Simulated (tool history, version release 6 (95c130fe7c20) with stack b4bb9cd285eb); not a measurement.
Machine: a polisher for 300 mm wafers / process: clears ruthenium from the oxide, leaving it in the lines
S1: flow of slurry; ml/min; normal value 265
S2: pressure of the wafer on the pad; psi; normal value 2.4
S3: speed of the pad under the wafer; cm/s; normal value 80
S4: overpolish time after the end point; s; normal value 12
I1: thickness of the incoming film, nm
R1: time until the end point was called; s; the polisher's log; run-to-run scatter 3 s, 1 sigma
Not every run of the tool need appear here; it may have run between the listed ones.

run	hour	S1	S2	S3	S4	I1	R1
1	0.0	265	2.4	86	12	182.2	187.9
2	68.3	265	2.4	86	12	181.6	192.3
3	125.7	265	2.4	86	12	179.1	194.6
# hour 184.7: worn pad replaced by a new one
4	197.0	265	2.4	102	7	179.3	157.9
5	258.5	340	2.4	80	12	182.1	195.5
# hour 369.7: slurry nozzle cleaned
# hour 400.8: worn pad replaced by a new one
# hour 444.0: head pressure recalibrated
6	447.9	265	2.4	80	16	181.6	192.0
7	505.3	265	2.4	80	16	182.9	201.6
8	560.0	265	2.4	80	12	178.6	195.8
9	589.3	265	2.4	80	12	182.4	203.2
# hour 601.8: worn pad replaced by a new one
10	637.2	265	2.4	70	12	176.5	207.4
11	751.8	265	2.4	80	12	180.7	201.8
12	786.5	335	2.4	80	15	180.7	200.4
# hour 790.7: worn pad replaced by a new one
13	844.3	350	2.4	56	15	179.8	243.9
14	904.6	265	2.4	80	16	182.1	211.4
15	939.5	265	2.4	98	14	179.9	187.3
16	965.9	350	2.4	56	15	180.1	261.4
# hour 973.7: worn pad replaced by a new one
17	992.2	335	1.8	106	18	178.4	204.1
18	1033.9	315	2.6	98	8	179.6	159.9

Each run again, without the hidden state but with its own random variation kept:
What the log doesn't record here: removal rate lost through wear of the pad, %; slurry flow missing at the pad, %; deviation of the head's pressure from its setpoint, %.
run	R1
1	168.8
2	163.9
3	162.1
4	144.8
5	168.6
6	175.2
7	175.9
8	167.0
9	172.0
10	190.6
11	171.0
12	169.7
13	214.7
14	174.7
15	152.1
16	214.3
17	182.6
18	134.8

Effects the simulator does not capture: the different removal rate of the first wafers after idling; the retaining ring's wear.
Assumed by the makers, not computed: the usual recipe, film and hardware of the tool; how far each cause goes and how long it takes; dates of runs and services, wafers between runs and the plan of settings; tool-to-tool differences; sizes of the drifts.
